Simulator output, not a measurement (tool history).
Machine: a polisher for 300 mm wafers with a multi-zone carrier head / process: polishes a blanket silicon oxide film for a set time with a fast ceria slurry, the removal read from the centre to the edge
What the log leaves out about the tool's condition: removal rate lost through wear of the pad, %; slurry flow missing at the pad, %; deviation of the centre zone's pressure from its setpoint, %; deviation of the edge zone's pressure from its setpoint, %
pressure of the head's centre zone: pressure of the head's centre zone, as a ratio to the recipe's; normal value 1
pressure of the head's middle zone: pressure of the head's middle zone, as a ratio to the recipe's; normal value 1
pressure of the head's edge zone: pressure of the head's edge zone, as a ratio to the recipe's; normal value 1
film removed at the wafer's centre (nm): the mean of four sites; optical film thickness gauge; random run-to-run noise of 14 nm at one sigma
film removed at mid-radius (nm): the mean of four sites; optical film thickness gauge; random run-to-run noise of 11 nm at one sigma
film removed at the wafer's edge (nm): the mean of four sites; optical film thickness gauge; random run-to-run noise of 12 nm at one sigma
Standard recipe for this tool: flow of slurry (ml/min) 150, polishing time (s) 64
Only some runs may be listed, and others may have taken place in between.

run	hour	flow of slurry (ml/min)	pressure of the head's centre zone	pressure of the head's middle zone	pressure of the head's edge zone	polishing time (s)	wafers since the last listed run	wafers polished on this pad	hours since the slurry nozzle was cleaned	hours since the centre zone pressure was calibrated	hours since the edge zone pressure was calibrated	hours since the carrier head's membrane was replaced	incoming thickness of the incoming film, nm	film removed at the wafer's centre (nm)	film removed at mid-radius (nm)	film removed at the wafer's edge (nm)
1	0	150	1	0.93	1	69	0	1194	464.9	98.4	169.5	872.9	2867	1106.4	1063.8	1139.4
2	36.1	150	1	1	1	64	267	1461	501	134.5	205.6	909	2832.9	1002.6	1013.4	1017.1
3	65	150	1	1	1	50	214	1675	529.9	163.4	234.5	937.9	2814.2	756.8	769.1	782.8
# hour 83.5: worn pad replaced by a new one
4	84	150	0.97	1	1.04	51	111	3	548.9	182.4	253.5	956.9	2799.8	854.2	865.6	880.2
5	113.1	135	1	0.96	1.09	43	215	219	578	211.5	282.6	986	2782.1	699.4	687.2	754
# hour 134.9: carrier head's membrane replaced by a new one
6	144	150	1	1	1	64	191	411	608.9	242.4	313.5	9.1	2882	1082.6	1098.6	1084.1
7	165.2	150	0.93	1	0.89	64	157	568	630.1	263.6	334.7	30.3	2797.3	1047.7	1077.2	1037.4
8	196.4	150	0.91	1	1	64	231	799	661.3	294.8	365.9	61.5	2834.8	988.9	1061.6	1076.9
9	223.2	150	1	1	1	64	198	997	688.1	321.6	392.7	88.3	2865.5	1020.8	1051	1047.8
10	249.5	150	1	1	1	64	194	1192	714.4	347.9	419	114.6	2791.4	1032.7	1037.2	1028.9
11	284.3	150	1	1	1	64	257	1450	749.2	382.7	453.8	149.4	2789.4	1000.2	989.1	982.3
# hour 287.4: slurry nozzle cleaned
# hour 313.5: worn pad replaced by a new one
12	314	150	1.05	1	1.04	64	183	3	26.6	412.4	483.5	179.1	2827	1112.4	1112.3	1113.9
13	328.7	125	1.11	1	1	64	108	112	41.3	427.1	498.2	193.8	2778.7	1103	1063.5	1082.2
# hour 348.3: centre zone pressure recalibrated
14	360.5	135	1	1	1.07	64	220	333	73.1	12.2	530	225.6	2830.5	1051.6	1069.8	1103.3
15	443.3	150	1	1	1	64	613	946	155.9	95	612.8	308.4	2846.1	1049	1068	1054.6
16	474.2	150	0.95	1	1	64	228	1175	186.8	125.9	643.7	339.3	2835.4	1007.3	1034.4	1022.5
17	509.7	150	1	1	1	64	263	1438	222.3	161.4	679.2	374.8	2857.2	1006.9	1017.3	1005.8
18	524.1	150	1.08	1.08	0.97	64	106	1545	236.7	175.8	693.6	389.2	2782.8	1039.4	1059	992.9
# hour 537.8: worn pad replaced by a new one
19	542.1	200	1	1	1	45	103	31	254.7	193.8	711.6	407.2	2814.6	792	795.7	783.6
20	564.9	150	0.88	1.07	1	64	168	200	277.5	216.6	734.4	430	2809.7	1018.8	1145.2	1103.4
21	592.4	150	0.92	1	1	64	203	404	305	244.1	761.9	457.5	2836	1016.5	1080.2	1085.9
22	614.5	150	1	0.96	1	64	163	568	327.1	266.2	784	479.6	2828.9	1060.7	1029.9	1068.1

How would selected steps in film removed at the wafer's centre (nm) from run to run divide? Give the signed amount a tool lacking its hidden state would still show from settings, what came in and random variation, and the signed amount left for the hidden state, including any gauge scatter that is not in both of the compared results.
Run 5 -> 6: flow of slurry (ml/min) 135 -> 150, pressure of the head's middle zone 0.96 -> 1, pressure of the head's edge zone 1.09 -> 1, polishing time (s) 43 -> 64, carrier head's membrane replaced by a new one. film removed at the wafer's centre (nm) +383.2: hidden state -12, all else +395.2.
Run 11 -> 12: pressure of the head's centre zone 1 -> 1.05, pressure of the head's edge zone 1 -> 1.04, slurry nozzle cleaned, worn pad replaced by a new one. film removed at the wafer's centre (nm) +112.2: hidden state +101.8, all else +10.4.
Run 18 -> 19: flow of slurry (ml/min) 150 -> 200, pressure of the head's centre zone 1.08 -> 1, pressure of the head's middle zone 1.08 -> 1, pressure of the head's edge zone 0.97 -> 1, polishing time (s) 64 -> 45, worn pad replaced by a new one. film removed at the wafer's centre (nm) -247.4: hidden state +95.4, all else -342.8.
